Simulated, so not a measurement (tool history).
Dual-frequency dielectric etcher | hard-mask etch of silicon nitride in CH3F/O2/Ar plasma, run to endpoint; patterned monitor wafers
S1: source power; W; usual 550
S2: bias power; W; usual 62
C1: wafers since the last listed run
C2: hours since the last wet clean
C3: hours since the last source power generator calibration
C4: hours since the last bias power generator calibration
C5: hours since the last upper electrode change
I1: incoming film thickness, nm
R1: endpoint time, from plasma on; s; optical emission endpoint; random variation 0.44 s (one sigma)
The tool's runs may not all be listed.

Run 1, hour 0: usual settings; C1 0; C2 850.8; C3 1750.4; C4 636.7; C5 5611.2; I1 38.24. Result: R1 50.2 s.
At hour 95.8: wet clean of the chamber.
Run 2, hour 100.9: usual settings but S1 590 W; C1 951; C2 5.1; C3 1851.3; C4 737.6; C5 5712.1; I1 38.12. Result: R1 50.6 s.
Run 3, hour 151.8: usual settings but S1 590 W; C1 629; C2 56; C3 1902.2; C4 788.5; C5 5763; I1 37.99. Result: R1 50.7 s.
Run 4, hour 212: usual settings but S2 66 W; C1 745; C2 116.2; C3 1962.4; C4 848.7; C5 5823.2; I1 38.24. Result: R1 50.8 s.
Run 5, hour 290.4: usual settings but S2 66 W; C1 970; C2 194.6; C3 2040.8; C4 927.1; C5 5901.6; I1 38.05. Result: R1 51.1 s.
Run 6, hour 374.5: usual settings; C1 1040; C2 278.7; C3 2124.9; C4 1011.2; C5 5985.7; I1 37.74. Result: R1 51.4 s.
Run 7, hour 442.9: usual settings; C1 846; C2 347.1; C3 2193.3; C4 1079.6; C5 6054.1; I1 38.61. Result: R1 52.3 s.
At hour 467.6: upper electrode replaced.
Run 8, hour 501: usual settings; C1 422; C2 405.2; C3 2251.4; C4 1137.7; C5 33.4; I1 37.97. Result: R1 51 s.
Run 9, hour 578.9: usual settings; C1 964; C2 483.1; C3 2329.3; C4 1215.6; C5 111.3; I1 38.37. Result: R1 52.4 s.
Run 10, hour 632.1: usual settings; C1 658; C2 536.3; C3 2382.5; C4 1268.8; C5 164.5; I1 38.43. Result: R1 51.6 s.
At hour 645.2: source power generator calibrated.
Run 11, hour 674.9: usual settings; C1 480; C2 579.1; C3 29.7; C4 1311.6; C5 207.3; I1 38.12. Result: R1 50.7 s.
Run 12, hour 712.8: usual settings but S1 450 W, S2 75 W; C1 469; C2 617; C3 67.6; C4 1349.5; C5 245.2; I1 38.05. Result: R1 50.7 s.
At hour 904.1: wet clean of the chamber.
Run 13, hour 1013.9: usual settings; C1 3429; C2 109.8; C3 368.7; C4 1650.6; C5 546.3; I1 38.43. Result: R1 53.2 s.
Run 14, hour 1064.8: usual settings; C1 629; C2 160.7; C3 419.6; C4 1701.5; C5 597.2; I1 38.08. Result: R1 52.4 s.
Run 15, hour 1167.6: usual settings but S1 490 W, S2 77 W; C1 1272; C2 263.5; C3 522.4; C4 1804.3; C5 700; I1 38.04. Result: R1 49.4 s.
Run 16, hour 1273: usual settings but S1 640 W, S2 55 W; C1 1304; C2 368.9; C3 627.8; C4 1909.7; C5 805.4; I1 38.64. Result: R1 52.6 s.
At hour 1356.6: bias power generator calibrated.
Run 17, hour 1373.1: usual settings but S2 66 W; C1 1189; C2 469; C3 727.9; C4 16.5; C5 905.5; I1 37.82. Result: R1 49.1 s.
Run 18, hour 1425.4: usual settings; C1 647; C2 521.3; C3 780.2; C4 68.8; C5 957.8; I1 38.41. Result: R1 51.3 s.
Run 19, hour 1531: usual settings but S1 470 W, S2 69 W; C1 1306; C2 626.9; C3 885.8; C4 174.4; C5 1063.4; I1 38.14. Result: R1 52 s.
Run 20, hour 1826.3: usual settings but S2 75 W; C1 3654; C2 922.2; C3 1181.1; C4 469.7; C5 1358.7; I1 38.07. Result: R1 45 s.
At hour 1854.2: wet clean of the chamber.
Run 21, hour 1901.2: usual settings but S1 620 W, S2 48 W; C1 629; C2 47; C3 1256; C4 544.6; C5 1433.6; I1 37.94. Result: R1 54.6 s.
Run 22, hour 2001.8: usual settings but S1 610 W, S2 51 W; C1 1245; C2 147.6; C3 1356.6; C4 645.2; C5 1534.2; I1 38.28. Result: R1 54.2 s.
Run 23, hour 2105.9: usual settings but S1 650 W; C1 1288; C2 251.7; C3 1460.7; C4 749.3; C5 1638.3; I1 38.2. Result: R1 47.5 s.
Run 24, hour 2158.2: usual settings; C1 647; C2 304; C3 1513; C4 801.6; C5 1690.6; I1 38.19. Result: R1 50.5 s.
Run 25, hour 2228.7: usual settings but S1 470 W, S2 67 W; C1 872; C2 374.5; C3 1583.5; C4 872.1; C5 1761.1; I1 38.68. Result: R1 53.5 s.

Run 26 comes next. What will it give?
Run 26, hour 2295.9: usual settings but S2 56 W; C1 831; C2 441.7; C3 1650.7; C4 939.3; C5 1828.3; I1 38.19. Result: R1 ?.

R1: 54.1 s
Without the tool's hidden state the same run would have given R1 56.1 s.
